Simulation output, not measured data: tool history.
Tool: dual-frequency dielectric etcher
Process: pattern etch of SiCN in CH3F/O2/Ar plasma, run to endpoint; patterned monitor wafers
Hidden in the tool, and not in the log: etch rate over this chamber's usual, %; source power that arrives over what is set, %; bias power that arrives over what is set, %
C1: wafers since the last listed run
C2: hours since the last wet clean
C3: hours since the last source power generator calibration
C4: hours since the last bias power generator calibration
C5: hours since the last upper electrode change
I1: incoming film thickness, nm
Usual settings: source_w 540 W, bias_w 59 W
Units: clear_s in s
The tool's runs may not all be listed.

run 1 day=0 | source_w=540 bias_w=65 | C1=0 C2=139 C3=4053.7 C4=1952.4 C5=4595.8 | I1=10.12 | clear_s=21.8
run 2 day=1.338 | source_w=540 bias_w=65 | C1=564 C2=171.1 C3=4085.8 C4=1984.5 C5=4627.9 | I1=10.05 | clear_s=21.7
run 3 day=2.217 | source_w=540 bias_w=59 | C1=371 C2=192.2 C3=4106.9 C4=2005.6 C5=4649 | I1=10.09 | clear_s=21.9
run 4 day=2.879 | source_w=540 bias_w=59 | C1=279 C2=208.1 C3=4122.8 C4=2021.5 C5=4664.9 | I1=10.01 | clear_s=21.9
run 5 day=3.717 | source_w=540 bias_w=59 | C1=353 C2=228.2 C3=4142.9 C4=2041.6 C5=4685 | I1=10.08 | clear_s=21.6
run 6 day=4.95 | source_w=540 bias_w=59 | C1=520 C2=257.8 C3=4172.5 C4=2071.2 C5=4714.6 | I1=10.17 | clear_s=22.3
run 7 day=5.929 | source_w=540 bias_w=59 | C1=413 C2=281.3 C3=4196 C4=2094.7 C5=4738.1 | I1=10.22 | clear_s=22.5
run 8 day=6.754 | source_w=540 bias_w=59 | C1=348 C2=301.1 C3=4215.8 C4=2114.5 C5=4757.9 | I1=10.01 | clear_s=22
run 9 day=7.738 | source_w=540 bias_w=59 | C1=415 C2=324.7 C3=4239.4 C4=2138.1 C5=4781.5 | I1=10.1 | clear_s=21.9
run 10 day=8.288 | source_w=540 bias_w=59 | C1=232 C2=337.9 C3=4252.6 C4=2151.3 C5=4794.7 | I1=10.04 | clear_s=21.5
-- day=11.892 wet clean of the chamber
run 11 day=12.021 | source_w=540 bias_w=59 | C1=1154 C2=3.1 C3=4342.2 C4=2240.9 C5=4884.3 | I1=10.16 | clear_s=22.8
run 12 day=13.517 | source_w=540 bias_w=59 | C1=631 C2=39 C3=4378.1 C4=2276.8 C5=4920.2 | I1=10.16 | clear_s=22.3
run 13 day=14.062 | source_w=540 bias_w=59 | C1=230 C2=52.1 C3=4391.2 C4=2289.9 C5=4933.3 | I1=10.15 | clear_s=22.6
run 14 day=17.333 | source_w=540 bias_w=52 | C1=1381 C2=130.6 C3=4469.7 C4=2368.4 C5=5011.8 | I1=10.12 | clear_s=22.7
-- day=19.421 upper electrode replaced
run 15 day=19.442 | source_w=640 bias_w=66 | C1=467 C2=181.2 C3=4520.3 C4=2419 C5=0.5 | I1=10.14 | clear_s=19.5
run 16 day=19.721 | source_w=540 bias_w=59 | C1=117 C2=187.9 C3=4527 C4=2425.7 C5=7.2 | I1=10.03 | clear_s=22.2
run 17 day=20.625 | source_w=420 bias_w=55 | C1=381 C2=209.6 C3=4548.7 C4=2447.4 C5=28.9 | I1=10.08 | clear_s=26.3
run 18 day=21.142 | source_w=640 bias_w=69 | C1=218 C2=222 C3=4561.1 C4=2459.8 C5=41.3 | I1=10.07 | clear_s=19.3
run 19 day=22.492 | source_w=670 bias_w=52 | C1=570 C2=254.4 C3=4593.5 C4=2492.2 C5=73.7 | I1=10.11 | clear_s=19.9
-- day=23.025 source power generator calibrated
run 20 day=23.875 | source_w=540 bias_w=59 | C1=513 C2=287.6 C3=20.4 C4=2525.4 C5=106.9 | I1=10.13 | clear_s=22.3
-- day=24.229 bias power generator calibrated
run 21 day=26.921 | source_w=500 bias_w=50 | C1=1215 C2=360.7 C3=93.5 C4=64.6 C5=180 | I1=10.17 | clear_s=23.8
run 22 day=27.971 | source_w=400 bias_w=46 | C1=443 C2=385.9 C3=118.7 C4=89.8 C5=205.2 | I1=10.06 | clear_s=28.4
run 23 day=28.7 | source_w=590 bias_w=71 | C1=307 C2=403.4 C3=136.2 C4=107.3 C5=222.7 | I1=10.12 | clear_s=19.6
run 24 day=30.117 | source_w=540 bias_w=59 | C1=598 C2=437.4 C3=170.2 C4=141.3 C5=256.7 | I1=10.12 | clear_s=21.6
run 25 day=30.688 | source_w=540 bias_w=59 | C1=241 C2=451.1 C3=183.9 C4=155 C5=270.4 | I1=10.12 | clear_s=21.8
run 26 day=31.508 | source_w=670 bias_w=69 | C1=346 C2=470.8 C3=203.6 C4=174.7 C5=290.1 | I1=10.1 | clear_s=18.4
-- day=32.512 wet clean of the chamber
run 27 day=32.533 | source_w=540 bias_w=74 | C1=10 C2=0.5 C3=228.2 C4=199.3 C5=314.7 | I1=10.12 | clear_s=21.6

Measured less the same run without the tool's hidden state. The same run-to-run variation is in both; the gauge's scatter may not be:
run=1 clear_s=-0.4
run=2 clear_s=-0.5
run=3 clear_s=-0.5
run=4 clear_s=-0.5
run=5 clear_s=-0.6
run=6 clear_s=-0.6
run=7 clear_s=-0.8
run=8 clear_s=-0.8
run=9 clear_s=-0.8
run=10 clear_s=-0.8
run=11 clear_s=-0.1
run=12 clear_s=-0.2
run=13 clear_s=-0.2
run=14 clear_s=-0.4
run=15 clear_s=-0.5
run=16 clear_s=-0.5
run=17 clear_s=-0.7
run=18 clear_s=-0.6
run=19 clear_s=-0.6
run=20 clear_s=-0.8
run=21 clear_s=-1
run=22 clear_s=-1.3
run=23 clear_s=-1
run=24 clear_s=-1.1
run=25 clear_s=-1.2
run=26 clear_s=-1
run=27 clear_s=+0
